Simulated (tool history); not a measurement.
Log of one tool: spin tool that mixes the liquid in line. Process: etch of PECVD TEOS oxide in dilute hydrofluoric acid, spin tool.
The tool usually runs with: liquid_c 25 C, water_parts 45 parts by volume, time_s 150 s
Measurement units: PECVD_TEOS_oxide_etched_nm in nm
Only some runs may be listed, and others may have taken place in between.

run      day  liquid_c  water_parts  time_s  read-back film thickness of the PECVD TEOS oxide reference wafer, read on the same gauge (nm)  PECVD_TEOS_oxide_etched_nm
  1        0        25           45     150                                                                                            130                       58.74
  2    3.642        25           50     150                                                                                         130.01                       51.94
  3    5.517        25           50     150                                                                                         130.01                       51.44
  4    8.054        25           50     150                                                                                         129.98                        52.4
  5   11.725        25           45     150                                                                                         130.03                       57.96
  6   14.471        25           45     150                                                                                         129.98                        58.5
  7   18.362        25           45     150                                                                                         129.94                        58.3
  8   19.896        25           45     150                                                                                         129.94                        58.9
      20.129  -- hydrofluoric acid flow meter replaced
  9   22.217        25           45     150                                                                                         130.02                       57.76
 10   25.067        25           45     150                                                                                         129.98                       58.61
 11   29.375        25           60     150                                                                                         129.98                       42.75
 12   41.558        25           35     150                                                                                         130.01                       75.06
      42.738  -- gauge calibrated
 13   44.854        25           45     150                                                                                         130.01                        58.2
 14   46.579      29.5           45     150                                                                                         130.05                       70.07
      50.075  -- hydrofluoric acid flow meter replaced
 15    51.35        25           45     150                                                                                         130.02                       57.92
 16   53.392        25           50     150                                                                                         129.98                       51.65
 17   56.367        25           45     150                                                                                         129.99                       57.74
 18   59.033        25           45      85                                                                                         130.03                       32.95
       62.05  -- thermometer replaced
 19   63.508        25           45     150                                                                                         130.04                          58
 20   65.721        25           45     150                                                                                         129.98                       59.16
 21   69.342        25           35     230                                                                                         129.99                      116.93
 22     73.6        30           30     230                                                                                         129.99                       166.6
      78.721  -- hydrofluoric acid flow meter replaced
 23   80.246      23.5           45     150                                                                                         129.97                       54.68
 24   84.238        21           50     150                                                                                         130.06                       43.21
 25   87.579        25           45     175                                                                                         129.93                       68.09
 26     89.1        22           50     150                                                                                         129.97                       45.43
 27   92.479        20           30     185                                                                                         130.01                       88.85
 28   94.221      29.5           45     185                                                                                         129.98                        85.3
 29   97.579      20.5           40     150                                                                                         130.05                       54.31
 30   99.425      20.5           25     205                                                                                         130.01                      122.65
 31  101.871        25           45      85                                                                                         129.99                        32.7
 32  105.567      28.5           65     150                                                                                         129.97                       44.74
 33  108.221        25           25     150                                                                                         129.97                      107.26
     110.867  -- hydrofluoric acid flow meter replaced
 34  112.267        25           45     150                                                                                         129.99                       58.21

Branching from run 34: 3 alternative next runs. What would each branch give?
  A  112.288        25           45     150                                                                                              ?                           ?
  B  112.288      28.5           35     150                                                                                              ?                           ?
  C  112.288        25           30      65                                                                                              ?                           ?

run  read-back film thickness of the PECVD TEOS oxide reference wafer, read on the same gauge (nm)  PECVD_TEOS_oxide_etched_nm
  A                                                                                         129.97                       58.29
  B                                                                                         129.97                       87.64
  C                                                                                         129.97                       38.68
Take away the tool's hidden state, keep each run's random variation, and the runs would have read:
run  PECVD_TEOS_oxide_etched_nm
  A                       58.29
  B                       87.64
  C                       38.68

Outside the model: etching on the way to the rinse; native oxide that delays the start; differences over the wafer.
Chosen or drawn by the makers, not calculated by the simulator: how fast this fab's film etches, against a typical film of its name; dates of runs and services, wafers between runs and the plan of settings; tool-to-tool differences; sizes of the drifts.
